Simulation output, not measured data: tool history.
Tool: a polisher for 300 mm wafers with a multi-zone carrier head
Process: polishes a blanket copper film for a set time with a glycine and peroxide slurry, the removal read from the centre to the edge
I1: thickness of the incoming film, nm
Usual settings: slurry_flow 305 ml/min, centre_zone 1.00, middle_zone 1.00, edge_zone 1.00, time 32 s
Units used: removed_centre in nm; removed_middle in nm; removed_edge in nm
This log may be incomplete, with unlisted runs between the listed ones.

Run 1, day 0.000: usual settings but centre_zone 1.11, middle_zone 0.97, time 40 s; I1 2180.8. Result: removed_centre 118.7 nm, removed_middle 120.5 nm, removed_edge 119.5 nm.
Run 2, day 2.117: usual settings; I1 2238.1. Result: removed_centre 86.9 nm, removed_middle 96.9 nm, removed_edge 95.1 nm.
At day 4.596: centre zone pressure recalibrated.
Run 3, day 7.808: usual settings but slurry_flow 245 ml/min; I1 2174.6. Result: removed_centre 93.5 nm, removed_middle 93.4 nm, removed_edge 93.0 nm.
Run 4, day 10.242: usual settings; I1 2239.2. Result: removed_centre 92.3 nm, removed_middle 97.7 nm, removed_edge 94.3 nm.
Run 5, day 13.912: usual settings but slurry_flow 240 ml/min, centre_zone 1.08, middle_zone 0.93; I1 2186.5. Result: removed_centre 96.0 nm, removed_middle 88.7 nm, removed_edge 93.0 nm.
Run 6, day 17.692: usual settings; I1 2213.8. Result: removed_centre 89.7 nm, removed_middle 99.1 nm, removed_edge 94.3 nm.
Run 7, day 21.700: usual settings; I1 2226.0. Result: removed_centre 88.1 nm, removed_middle 93.4 nm, removed_edge 93.9 nm.
Run 8, day 24.079: usual settings but middle_zone 1.04; I1 2202.4. Result: removed_centre 88.4 nm, removed_middle 96.4 nm, removed_edge 93.4 nm.
Run 9, day 26.508: usual settings but centre_zone 0.92, edge_zone 0.93; I1 2228.6. Result: removed_centre 80.6 nm, removed_middle 94.0 nm, removed_edge 90.0 nm.
At day 26.725: edge zone pressure recalibrated.
At day 28.979: slurry nozzle cleaned.
At day 29.971: worn pad replaced by a new one.
Run 10, day 29.992: usual settings but time 39 s; I1 2182.3. Result: removed_centre 109.8 nm, removed_middle 119.9 nm, removed_edge 117.9 nm.
Run 11, day 32.192: usual settings; I1 2199.2. Result: removed_centre 89.4 nm, removed_middle 98.0 nm, removed_edge 96.7 nm.
Run 12, day 35.608: usual settings; I1 2220.0. Result: removed_centre 87.2 nm, removed_middle 100.4 nm, removed_edge 95.5 nm.
Run 13, day 39.738: usual settings but slurry_flow 390 ml/min; I1 2209.8. Result: removed_centre 88.7 nm, removed_middle 100.2 nm, removed_edge 98.1 nm.
Run 14, day 43.171: usual settings; I1 2186.5. Result: removed_centre 86.7 nm, removed_middle 98.3 nm, removed_edge 93.4 nm.
Run 15, day 46.092: usual settings but middle_zone 0.89; I1 2233.1. Result: removed_centre 85.7 nm, removed_middle 87.4 nm, removed_edge 94.4 nm.
Run 16, day 49.288: usual settings but centre_zone 0.89; I1 2204.1. Result: removed_centre 75.7 nm, removed_middle 95.3 nm, removed_edge 93.8 nm.
At day 49.946: centre zone pressure recalibrated.
Run 17, day 52.012: usual settings but edge_zone 0.93; I1 2223.1. Result: removed_centre 95.4 nm, removed_middle 94.7 nm, removed_edge 91.0 nm.
Run 18, day 53.592: usual settings but centre_zone 1.12, time 28 s; I1 2192.7. Result: removed_centre 90.2 nm, removed_middle 83.7 nm, removed_edge 82.2 nm.
At day 56.242: carrier head's membrane replaced by a new one.
Run 19, day 56.262: usual settings; I1 2205.9. Result: removed_centre 92.4 nm, removed_middle 94.6 nm, removed_edge 95.1 nm.
Run 20, day 57.975: usual settings but slurry_flow 340 ml/min, time 36 s; I1 2158.6. Result: removed_centre 102.0 nm, removed_middle 108.2 nm, removed_edge 105.9 nm.
At day 60.646: worn pad replaced by a new one.
Run 21, day 61.625: usual settings but slurry_flow 235 ml/min, centre_zone 0.96, middle_zone 1.04; I1 2202.1. Result: removed_centre 86.8 nm, removed_middle 99.1 nm, removed_edge 96.7 nm.
At day 64.971: slurry nozzle cleaned.
Run 22, day 65.271: usual settings; I1 2165.3. Result: removed_centre 92.3 nm, removed_middle 97.4 nm, removed_edge 96.2 nm.

Predict each of these 4 candidate next runs independently; none follows another, all start after run 22:
Run A, day 65.288: usual settings; I1 2231.0. Result: removed_centre ?, removed_middle ?, removed_edge ?.
Run B, day 65.288: usual settings but time 29 s; I1 2231.0. Result: removed_centre ?, removed_middle ?, removed_edge ?.
Run C, day 65.288: usual settings but middle_zone 0.94, edge_zone 0.96; I1 2231.0. Result: removed_centre ?, removed_middle ?, removed_edge ?.
Run D, day 65.288: usual settings but middle_zone 0.93, time 40 s; I1 2231.0. Result: removed_centre ?, removed_middle ?, removed_edge ?.

run  removed_centre  removed_middle  removed_edge
  A            90.3            98.4          94.8
  B            81.8            89.1          85.9
  C            90.2            93.4          93.0
  D           112.8           115.7         118.6
Without the tool's hidden state the same runs would have given:
run  removed_centre  removed_middle  removed_edge
  A            97.9            99.9          96.3
  B            88.7            90.5          87.2
  C            97.8            94.8          94.5
  D           122.3           117.5         120.4
